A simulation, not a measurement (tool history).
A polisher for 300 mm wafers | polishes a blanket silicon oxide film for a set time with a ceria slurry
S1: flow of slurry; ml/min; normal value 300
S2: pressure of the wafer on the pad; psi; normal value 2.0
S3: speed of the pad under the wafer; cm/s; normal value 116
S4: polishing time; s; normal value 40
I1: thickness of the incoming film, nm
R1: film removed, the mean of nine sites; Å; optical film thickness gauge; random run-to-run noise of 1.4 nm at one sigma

run    hour   S1   S2   S3  S4      I1    R1
  1     0.0  300  2.0  142  40  1687.2  1460
  2   185.8  340  2.0  116  40  1706.7  1393
  3   285.9  340  2.0  116  40  1705.7  1435
  4   393.1  340  2.0  116  40  1704.5  1370
  5   496.1  300  2.0  116  34  1733.8  1102
  6   601.6  300  2.0  116  34  1680.9  1264
  7   687.3  300  2.3  102  40  1712.9  1515
  8   776.6  300  2.3  102  40  1689.6  1500
  9   868.8  300  2.3  102  40  1679.4  1445
 10   939.6  300  2.0  116  40  1692.1  1416
 11  1033.4  330  1.5  116  49  1731.8  1253
 12  1098.2  255  2.0  134  28  1682.1  1031
 13  1205.5  195  2.0  116  49  1676.2  1728
 14  1247.0  215  2.5  116  40  1678.9  1751
 15  1324.2  330  2.0  116  40  1693.8  1469
 16  1412.7  330  1.5  116  49  1697.7  1316
 17  1457.9  300  2.0  116  40  1733.0  1397
 18  1543.4  225  2.0  140  40  1680.9  1531

Missing from the log above: 10 entries noted between runs. For each, name the pair of listed runs it sits between and say how the tool's hidden condition differs from the listed run just before to the listed run just after:
Between runs 1 and 2: head pressure recalibrated (hour 13.6); worn pad replaced by a new one (hour 185.3)
  slurry flow missing at the pad, %: 15.6 -> 30; deviation of the head's pressure from its setpoint, %: -15.8 -> -2.76
  measured less the result without the state, R1: -293 -> -72 Å
Between runs 2 and 3: slurry nozzle cleaned (hour 254.1)
  slurry flow missing at the pad, %: 30 -> 0.736; deviation of the head's pressure from its setpoint, %: -2.76 -> -4.37
  measured less the result without the state, R1: -72 -> -66 Å
Between runs 4 and 5: worn pad replaced by a new one (hour 493.4)
  slurry flow missing at the pad, %: 2.21 -> 5.38; deviation of the head's pressure from its setpoint, %: -6.89 -> -10.1
  measured less the result without the state, R1: -103 -> -128 Å
Between runs 5 and 6: head pressure recalibrated (hour 540.2)
  slurry flow missing at the pad, %: 5.38 -> 10.4; deviation of the head's pressure from its setpoint, %: -10.1 -> 2.36
  measured less the result without the state, R1: -128 -> +20 Å
Between runs 7 and 8: worn pad replaced by a new one (hour 771.6)
  slurry flow missing at the pad, %: 15.8 -> 22.7; deviation of the head's pressure from its setpoint, %: 1.71 -> 0.475
  measured less the result without the state, R1: +9 -> -19 Å
Between runs 9 and 10: slurry nozzle cleaned (hour 876.2)
  slurry flow missing at the pad, %: 31.2 -> 4.4; deviation of the head's pressure from its setpoint, %: -1.41 -> -3.27
  measured less the result without the state, R1: -59 -> -52 Å
Between runs 12 and 13: head pressure recalibrated (hour 1107.2); worn pad replaced by a new one (hour 1110.8)
  slurry flow missing at the pad, %: 8.06 -> 12.8; deviation of the head's pressure from its setpoint, %: -8.76 -> 0.796
  measured less the result without the state, R1: -106 -> -6 Å
Between runs 16 and 17: worn pad replaced by a new one (hour 1429.7)
  slurry flow missing at the pad, %: 27.3 -> 31.4; deviation of the head's pressure from its setpoint, %: -2.23 -> -3.3
  measured less the result without the state, R1: -58 -> -85 Å
